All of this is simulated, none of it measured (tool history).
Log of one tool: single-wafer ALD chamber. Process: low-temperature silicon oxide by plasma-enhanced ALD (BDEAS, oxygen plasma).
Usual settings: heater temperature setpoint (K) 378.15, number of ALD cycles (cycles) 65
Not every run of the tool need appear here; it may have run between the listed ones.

run   hour  heater temperature setpoint (K)  number of ALD cycles (cycles)  read-back reference wafer on the same gauge, thickness_nm  mean film thickness on the monitor wafer (angstrom)
  1      0                           368.15                             65                                                     10.978                                               105.16
  2   14.9                           368.15                             65                                                     10.991                                                104.9
  3   39.8                           368.15                             65                                                     10.988                                               104.88
  4  128.4                           378.15                             65                                                     10.998                                               101.84
  5  159.9                           378.15                             70                                                     10.986                                               109.54
  6  221.6                           378.15                             70                                                     11.004                                               109.12
  7  253.3                           378.15                             70                                                     11.004                                               109.51
  8  267.1                           378.15                             65                                                     11.021                                               101.71
     282.4  -- gauge calibrated
  9  357.8                           367.15                             55                                                     10.883                                                87.77
     385.5  -- thermocouple changed; heater temperature recalibrated
 10    386                           378.15                             65                                                     10.897                                               100.36
 11  406.4                           385.15                             53                                                     10.907                                                81.09
 12  432.5                           378.15                             65                                                     10.901                                               101.12
 13  449.7                           378.15                             65                                                     10.909                                               101.46
 14  484.2                           378.15                             65                                                     10.928                                               100.74
 15  499.9                           385.15                             74                                                     10.933                                               113.28
 16  535.3                           390.15                             55                                                     10.946                                                83.51
 17  557.5                           378.15                             65                                                     10.952                                               101.83
 18  587.9                           385.15                             55                                                     10.974                                                84.56
 19  620.6                           390.15                             56                                                     10.971                                                85.59
 20  654.2                           384.15                             52                                                     10.988                                                79.88
 21  683.4                           389.15                             75                                                     10.986                                               114.54

Predict each of these 5 candidate next runs independently; none follows another, all start after run 21:
  A  683.9                           378.15                             74                                                          ?                                                    ?
  B  683.9                           392.15                             53                                                          ?                                                    ?
  C  683.9                           378.15                             73                                                          ?                                                    ?
  D  683.9                           386.15                             73                                                          ?                                                    ?
  E  683.9                           384.15                             72                                                          ?                                                    ?

run  read-back reference wafer on the same gauge, thickness_nm  mean film thickness on the monitor wafer (angstrom)
  A                                                     10.982                                               115.49
  B                                                     10.982                                                80.31
  C                                                     10.982                                               113.93
  D                                                     10.982                                               112.03
  E                                                     10.982                                               110.97
Without the tool's hidden state the same runs would have given:
run  mean film thickness on the monitor wafer (angstrom)
  A                                               113.74
  B                                                 79.1
  C                                               112.21
  D                                               110.34
  E                                               109.29
